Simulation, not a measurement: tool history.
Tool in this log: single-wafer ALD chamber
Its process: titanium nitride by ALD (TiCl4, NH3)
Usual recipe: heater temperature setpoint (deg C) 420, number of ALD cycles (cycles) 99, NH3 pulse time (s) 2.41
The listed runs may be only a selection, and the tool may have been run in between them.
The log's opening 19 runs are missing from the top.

run	hour	heater temperature setpoint (deg C)	number of ALD cycles (cycles)	NH3 pulse time (s)	read-back reference wafer on the same gauge, thickness_nm	mean film thickness on the monitor wafer (Å)
20	554.4	420	99	2.41	1.94	22.05
21	589.1	420	99	2.85	1.94	22.2
# hour 602.9: thermocouple changed; heater temperature recalibrated
22	603.9	406	106	3.15	1.94	23.82
23	632.7	413	99	2.41	1.941	22.09
24	651.7	407	86	1.96	1.941	19.13
25	674.1	426	99	2.41	1.941	22.19
26	696	420	99	2.65	1.941	22.14
27	711.1	420	99	2.83	1.94	22.16
28	725.5	407	99	3.26	1.942	22.22
29	745.4	408	99	2.93	1.94	22.17
30	767.4	426	99	1.99	1.941	22.04
31	791.2	420	113	2.94	1.942	25.31

Here are 4 independent what-if runs from the current tool condition. What would each one return?
A	791.8	410	99	2.41	?	?
B	791.8	420	99	1.9	?	?
C	791.8	420	99	1.88	?	?
D	791.8	420	118	1.46	?	?

run	read-back reference wafer on the same gauge, thickness_nm	mean film thickness on the monitor wafer (Å)
A	1.939	22.09
B	1.939	22.03
C	1.939	22.02
D	1.939	26.09
Had the tool no hidden state, the same runs would have come out as:
run	mean film thickness on the monitor wafer (Å)
A	22.09
B	22.03
C	22.02
D	26.09
